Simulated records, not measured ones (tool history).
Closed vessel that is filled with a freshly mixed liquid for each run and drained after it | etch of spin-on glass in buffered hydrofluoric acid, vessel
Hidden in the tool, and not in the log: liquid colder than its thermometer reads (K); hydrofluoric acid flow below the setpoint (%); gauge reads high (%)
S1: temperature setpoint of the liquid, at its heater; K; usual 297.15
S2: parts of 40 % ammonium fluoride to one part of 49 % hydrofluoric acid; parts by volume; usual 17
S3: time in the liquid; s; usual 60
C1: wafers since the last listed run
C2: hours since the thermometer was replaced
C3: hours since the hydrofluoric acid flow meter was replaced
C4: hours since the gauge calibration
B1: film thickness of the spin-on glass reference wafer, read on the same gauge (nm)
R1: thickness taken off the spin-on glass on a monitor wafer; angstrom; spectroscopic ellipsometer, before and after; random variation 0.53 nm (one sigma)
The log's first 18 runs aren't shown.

{"run": 19, "hour": 1200.2, "S1": 297.15, "S2": 17, "S3": 30, "C1": 23495, "C2": 585.1, "C3": 808.3, "C4": 268.9, "B1": 100, "R1": 521.8}
{"run": 20, "hour": 1270.0, "S1": 297.15, "S2": 17, "S3": 60, "C1": 10092, "C2": 654.9, "C3": 878.1, "C4": 338.7, "B1": 100, "R1": 1052.3}
{"run": 21, "hour": 1305.5, "S1": 297.15, "S2": 17, "S3": 60, "C1": 5132, "C2": 690.4, "C3": 913.6, "C4": 374.2, "B1": 100.01, "R1": 1041.6}
{"run": 22, "hour": 1345.6, "S1": 297.15, "S2": 12.5, "S3": 35, "C1": 5797, "C2": 730.5, "C3": 953.7, "C4": 414.3, "B1": 100.03, "R1": 816.9}
{"run": 23, "hour": 1389.9, "S1": 297.15, "S2": 17, "S3": 60, "C1": 6405, "C2": 774.8, "C3": 998, "C4": 458.6, "B1": 100.02, "R1": 1040}
{"run": 24, "hour": 1433.6, "S1": 299.65, "S2": 21, "S3": 70, "C1": 6318, "C2": 818.5, "C3": 1041.7, "C4": 502.3, "B1": 99.98, "R1": 1140.9}
{"run": 25, "hour": 1499.8, "S1": 299.65, "S2": 23, "S3": 40, "C1": 9571, "C2": 884.7, "C3": 1107.9, "C4": 568.5, "B1": 99.99, "R1": 614.2}
{"run": 26, "hour": 1526.3, "S1": 297.15, "S2": 23, "S3": 85, "C1": 3831, "C2": 911.2, "C3": 1134.4, "C4": 595, "B1": 99.99, "R1": 1142}
{"run": 27, "hour": 1557.3, "S1": 297.15, "S2": 12.5, "S3": 30, "C1": 4482, "C2": 942.2, "C3": 1165.4, "C4": 626, "B1": 99.98, "R1": 700.5}
{"hour": 1562.2, "done": "hydrofluoric acid flow meter replaced"}
{"run": 28, "hour": 1623.8, "S1": 292.65, "S2": 17, "S3": 60, "C1": 9470, "C2": 1008.7, "C3": 61.6, "C4": 692.5, "B1": 100, "R1": 802.9}
{"run": 29, "hour": 1682.3, "S1": 300.65, "S2": 17, "S3": 60, "C1": 8458, "C2": 1067.2, "C3": 120.1, "C4": 751, "B1": 99.99, "R1": 1258.9}
{"run": 30, "hour": 1707.8, "S1": 297.15, "S2": 17, "S3": 60, "C1": 3686, "C2": 1092.7, "C3": 145.6, "C4": 776.5, "B1": 100, "R1": 1037.2}
{"run": 31, "hour": 1747.5, "S1": 297.15, "S2": 12.5, "S3": 85, "C1": 5740, "C2": 1132.4, "C3": 185.3, "C4": 816.2, "B1": 100.02, "R1": 1978.2}
{"run": 32, "hour": 1781.1, "S1": 297.15, "S2": 17, "S3": 60, "C1": 4858, "C2": 1166, "C3": 218.9, "C4": 849.8, "B1": 100.02, "R1": 1043.8}

Forecast each of these 5 alternatives for the next run:
{"run": "A", "hour": 1781.8, "S1": 297.15, "S2": 17, "S3": 60, "C1": 101, "C2": 1166.7, "C3": 219.6, "C4": 850.5, "B1": "?", "R1": "?"}
{"run": "B", "hour": 1781.8, "S1": 292.15, "S2": 12, "S3": 80, "C1": 101, "C2": 1166.7, "C3": 219.6, "C4": 850.5, "B1": "?", "R1": "?"}
{"run": "C", "hour": 1781.8, "S1": 297.15, "S2": 19, "S3": 40, "C1": 101, "C2": 1166.7, "C3": 219.6, "C4": 850.5, "B1": "?", "R1": "?"}
{"run": "D", "hour": 1781.8, "S1": 298.65, "S2": 17, "S3": 75, "C1": 101, "C2": 1166.7, "C3": 219.6, "C4": 850.5, "B1": "?", "R1": "?"}
{"run": "E", "hour": 1781.8, "S1": 301.65, "S2": 12, "S3": 60, "C1": 101, "C2": 1166.7, "C3": 219.6, "C4": 850.5, "B1": "?", "R1": "?"}

run=A B1=99.98 R1=1032.5
run=B B1=99.98 R1=1467.1
run=C B1=99.98 R1=616.8
run=D B1=99.98 R1=1400.7
run=E B1=99.98 R1=1852.5
Without the tool's hidden state the same runs would have given:
run=A R1=1060.5
run=B R1=1508.2
run=C R1=633.6
run=D R1=1438.4
run=E R1=1901.4
